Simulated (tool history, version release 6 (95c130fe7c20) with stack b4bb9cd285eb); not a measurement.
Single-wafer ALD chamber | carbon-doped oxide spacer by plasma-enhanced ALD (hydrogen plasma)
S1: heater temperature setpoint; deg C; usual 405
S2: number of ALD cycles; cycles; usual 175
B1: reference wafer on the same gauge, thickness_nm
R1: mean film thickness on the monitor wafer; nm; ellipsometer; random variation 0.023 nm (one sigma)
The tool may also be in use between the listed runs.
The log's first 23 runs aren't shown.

run 24 hour=548.4 | S1=405 S2=175 | B1=10.653 | R1=8.862
run 25 hour=560.7 | S1=399 S2=186 | B1=10.649 | R1=9.646
run 26 hour=574.1 | S1=397 S2=208 | B1=10.646 | R1=10.797
run 27 hour=590.4 | S1=413 S2=197 | B1=10.65 | R1=9.794
run 28 hour=614.1 | S1=392 S2=195 | B1=10.656 | R1=10.139
run 29 hour=633.4 | S1=405 S2=175 | B1=10.646 | R1=8.895
run 30 hour=660.7 | S1=405 S2=175 | B1=10.648 | R1=8.883
run 31 hour=686.5 | S1=416 S2=184 | B1=10.654 | R1=9.065
run 32 hour=718.1 | S1=397 S2=165 | B1=10.648 | R1=8.514
run 33 hour=740.7 | S1=405 S2=175 | B1=10.65 | R1=8.892
run 34 hour=760.9 | S1=393 S2=146 | B1=10.646 | R1=7.572
run 35 hour=792.1 | S1=419 S2=175 | B1=10.646 | R1=8.543
-- hour=792.8 gauge calibrated
run 36 hour=806.3 | S1=414 S2=175 | B1=10.651 | R1=8.685
run 37 hour=821.7 | S1=401 S2=190 | B1=10.649 | R1=9.791
-- hour=855.2 thermocouple changed; heater temperature recalibrated
run 38 hour=855.7 | S1=405 S2=175 | B1=10.649 | R1=9.009
run 39 hour=871 | S1=405 S2=175 | B1=10.648 | R1=9.033
run 40 hour=883.4 | S1=419 S2=198 | B1=10.653 | R1=9.806
run 41 hour=897.6 | S1=405 S2=152 | B1=10.646 | R1=7.814
run 42 hour=945.3 | S1=399 S2=186 | B1=10.65 | R1=9.703
run 43 hour=969.4 | S1=397 S2=208 | B1=10.649 | R1=10.885
run 44 hour=1058 | S1=420 S2=143 | B1=10.654 | R1=7.031
run 45 hour=1074.8 | S1=405 S2=196 | B1=10.651 | R1=10.028
run 46 hour=1098.4 | S1=396 S2=175 | B1=10.651 | R1=9.106

Forecast each of these 5 alternatives for the next run:
run A hour=1099.1 | S1=397 S2=175 | B1=? | R1=?
run B hour=1099.1 | S1=405 S2=150 | B1=? | R1=?
run C hour=1099.1 | S1=398 S2=207 | B1=? | R1=?
run D hour=1099.1 | S1=390 S2=152 | B1=? | R1=?
run E hour=1099.1 | S1=417 S2=192 | B1=? | R1=?

run=A B1=10.647 R1=9.094
run=B B1=10.647 R1=7.687
run=C B1=10.647 R1=10.756
run=D B1=10.647 R1=7.898
run=E B1=10.647 R1=9.523
Without the tool's hidden state the same runs would have given:
run=A R1=9.094
run=B R1=7.678
run=C R1=10.756
run=D R1=7.898
run=E R1=9.511

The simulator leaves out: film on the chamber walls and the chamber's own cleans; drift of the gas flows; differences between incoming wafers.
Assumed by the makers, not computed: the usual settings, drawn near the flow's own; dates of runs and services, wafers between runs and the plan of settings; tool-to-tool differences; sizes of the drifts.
